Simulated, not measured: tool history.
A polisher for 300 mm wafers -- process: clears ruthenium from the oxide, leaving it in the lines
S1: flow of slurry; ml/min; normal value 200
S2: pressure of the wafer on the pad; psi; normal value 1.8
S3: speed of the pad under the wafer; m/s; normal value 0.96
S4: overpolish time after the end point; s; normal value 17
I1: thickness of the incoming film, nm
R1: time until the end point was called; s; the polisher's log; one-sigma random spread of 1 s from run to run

run	hour	S1	S2	S3	S4	I1	R1
1	0.0	200	1.8	0.96	17	80.1	81.3
2	66.3	200	1.8	0.96	17	79.1	80.9
3	142.1	200	2.2	0.70	17	79.8	85.7
4	210.6	200	2.2	0.70	17	79.3	86.5
# hour 225.3: worn pad replaced by a new one
5	311.9	200	2.2	0.70	17	80.0	87.9
# hour 348.1: slurry nozzle cleaned
6	413.1	200	1.8	0.96	17	80.4	87.9
# hour 466.0: head pressure recalibrated
# hour 505.1: worn pad replaced by a new one
7	505.6	200	1.8	0.96	17	81.7	80.0
8	547.6	200	1.8	0.96	17	79.9	81.1
9	636.5	200	1.8	0.96	17	80.4	79.6
10	686.9	200	1.8	0.96	17	81.2	81.9
11	766.1	255	1.8	0.74	26	79.7	98.5
# hour 813.4: worn pad replaced by a new one
12	1009.2	200	1.8	0.96	17	79.0	83.6
# hour 1092.8: head pressure recalibrated
13	1093.7	175	1.5	0.74	9	79.6	117.4
# hour 1102.4: worn pad replaced by a new one
# hour 1102.8: slurry nozzle cleaned
14	1136.2	200	1.8	0.96	17	79.4	79.7
15	1211.5	165	2.3	1.26	13	78.8	49.9
16	1300.7	235	1.8	0.96	17	78.9	77.7
17	1341.0	135	1.8	1.08	17	79.9	77.3
18	1382.1	200	1.8	0.68	8	78.6	103.2
19	1424.9	200	1.8	0.96	14	80.4	81.6
# hour 1463.8: worn pad replaced by a new one
20	1499.8	200	1.3	1.10	14	79.5	100.9
21	1599.1	200	1.8	1.30	23	79.0	64.0

Alternative continuations, all from the tool just after run 21; predict every row:
A	1599.6	200	1.8	0.96	20	80.4	?
B	1599.6	145	1.8	0.84	17	80.4	?
C	1599.6	175	1.5	1.18	23	80.4	?
D	1599.6	255	1.8	0.78	17	80.4	?
E	1599.6	170	2.2	0.96	17	80.4	?

run	R1
A	84.1
B	98.7
C	86.6
D	96.6
E	70.5
Had the tool no hidden state, the same runs would have come out as:
run	R1
A	77.4
B	90.8
C	79.7
D	88.9
E	64.9
